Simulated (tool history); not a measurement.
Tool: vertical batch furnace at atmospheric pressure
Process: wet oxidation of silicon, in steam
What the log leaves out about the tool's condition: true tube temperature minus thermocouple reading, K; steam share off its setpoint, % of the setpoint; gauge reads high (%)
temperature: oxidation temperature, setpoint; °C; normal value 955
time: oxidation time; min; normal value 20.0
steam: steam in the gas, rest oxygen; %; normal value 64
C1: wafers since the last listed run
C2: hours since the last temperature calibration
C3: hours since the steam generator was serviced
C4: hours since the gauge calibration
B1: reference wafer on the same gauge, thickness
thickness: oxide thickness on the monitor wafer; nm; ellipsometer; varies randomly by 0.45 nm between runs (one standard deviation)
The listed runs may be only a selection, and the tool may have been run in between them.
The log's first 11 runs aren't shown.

{"run": 12, "day": 25.342, "temperature": 955, "time": 20.0, "steam": 64, "C1": 457, "C2": 1228.2, "C3": 1220.9, "C4": 94.2, "B1": 99.67, "thickness": 89.38}
{"run": 13, "day": 26.621, "temperature": 955, "time": 20.0, "steam": 64, "C1": 418, "C2": 1258.9, "C3": 1251.6, "C4": 124.9, "B1": 100.12, "thickness": 89.92}
{"run": 14, "day": 29.408, "temperature": 955, "time": 20.0, "steam": 64, "C1": 911, "C2": 1325.8, "C3": 1318.5, "C4": 191.8, "B1": 99.84, "thickness": 90.26}
{"run": 15, "day": 32.304, "temperature": 955, "time": 20.0, "steam": 64, "C1": 947, "C2": 1395.3, "C3": 1388.0, "C4": 261.3, "B1": 100.17, "thickness": 89.5}
{"run": 16, "day": 33.583, "temperature": 971, "time": 27.5, "steam": 58, "C1": 418, "C2": 1426.0, "C3": 1418.7, "C4": 292.0, "B1": 100.05, "thickness": 128.44}
{"run": 17, "day": 35.621, "temperature": 955, "time": 20.0, "steam": 64, "C1": 666, "C2": 1474.9, "C3": 1467.6, "C4": 340.9, "B1": 99.86, "thickness": 89.22}
{"day": 37.829, "done": "steam generator serviced"}
{"run": 18, "day": 37.85, "temperature": 955, "time": 13.5, "steam": 52, "C1": 402, "C2": 1528.4, "C3": 0.5, "C4": 394.4, "B1": 100.23, "thickness": 55.93}
{"run": 19, "day": 38.438, "temperature": 961, "time": 23.0, "steam": 59, "C1": 192, "C2": 1542.5, "C3": 14.6, "C4": 408.5, "B1": 100.01, "thickness": 101.55}
{"run": 20, "day": 39.567, "temperature": 972, "time": 20.0, "steam": 64, "C1": 369, "C2": 1569.6, "C3": 41.7, "C4": 435.6, "B1": 99.95, "thickness": 108.75}
{"run": 21, "day": 42.542, "temperature": 955, "time": 20.0, "steam": 64, "C1": 973, "C2": 1641.0, "C3": 113.1, "C4": 507.0, "B1": 100.19, "thickness": 90.4}
{"run": 22, "day": 45.529, "temperature": 937, "time": 15.5, "steam": 52, "C1": 977, "C2": 1712.7, "C3": 184.8, "C4": 578.7, "B1": 99.84, "thickness": 51.44}
{"run": 23, "day": 47.267, "temperature": 934, "time": 20.0, "steam": 68, "C1": 568, "C2": 1754.4, "C3": 226.5, "C4": 620.4, "B1": 100.27, "thickness": 75.1}
{"run": 24, "day": 48.688, "temperature": 955, "time": 11.5, "steam": 72, "C1": 464, "C2": 1788.5, "C3": 260.6, "C4": 654.5, "B1": 100.05, "thickness": 64.13}
{"run": 25, "day": 50.879, "temperature": 955, "time": 14.0, "steam": 76, "C1": 716, "C2": 1841.1, "C3": 313.2, "C4": 707.1, "B1": 99.94, "thickness": 77.95}
{"day": 53.375, "done": "thermocouples replaced and temperature profile calibrated"}
{"run": 26, "day": 56.929, "temperature": 955, "time": 20.0, "steam": 64, "C1": 1651, "C2": 85.3, "C3": 458.4, "C4": 852.3, "B1": 100.03, "thickness": 87.22}
{"run": 27, "day": 58.988, "temperature": 963, "time": 20.0, "steam": 67, "C1": 673, "C2": 134.7, "C3": 507.8, "C4": 901.7, "B1": 99.84, "thickness": 99.82}
{"run": 28, "day": 60.783, "temperature": 955, "time": 20.0, "steam": 64, "C1": 587, "C2": 177.8, "C3": 550.9, "C4": 944.8, "B1": 99.91, "thickness": 87.27}
{"run": 29, "day": 62.496, "temperature": 955, "time": 16.0, "steam": 73, "C1": 560, "C2": 218.9, "C3": 592.0, "C4": 985.9, "B1": 100.13, "thickness": 81.63}
{"run": 30, "day": 65.088, "temperature": 955, "time": 20.0, "steam": 64, "C1": 847, "C2": 281.1, "C3": 654.2, "C4": 1048.1, "B1": 100.11, "thickness": 88.01}
{"run": 31, "day": 67.042, "temperature": 936, "time": 27.0, "steam": 57, "C1": 639, "C2": 328.0, "C3": 701.1, "C4": 1095.0, "B1": 99.81, "thickness": 82.48}

4 ways to go on from here, each from the tool as it stands after run 31. What would each give?
{"run": "A", "day": 67.233, "temperature": 955, "time": 20.0, "steam": 64, "C1": 62, "C2": 332.6, "C3": 705.7, "C4": 1099.6, "B1": "?", "thickness": "?"}
{"run": "B", "day": 67.233, "temperature": 940, "time": 14.5, "steam": 57, "C1": 62, "C2": 332.6, "C3": 705.7, "C4": 1099.6, "B1": "?", "thickness": "?"}
{"run": "C", "day": 67.233, "temperature": 973, "time": 20.0, "steam": 64, "C1": 62, "C2": 332.6, "C3": 705.7, "C4": 1099.6, "B1": "?", "thickness": "?"}
{"run": "D", "day": 67.233, "temperature": 955, "time": 20.0, "steam": 54, "C1": 62, "C2": 332.6, "C3": 705.7, "C4": 1099.6, "B1": "?", "thickness": "?"}

run=A B1=99.83 thickness=88.00
run=B B1=99.83 thickness=52.74
run=C B1=99.83 thickness=107.15
run=D B1=99.83 thickness=76.75
Had the tool no hidden state, the same runs would have come out as:
run=A thickness=87.02
run=B thickness=52.19
run=C thickness=106.00
run=D thickness=75.90
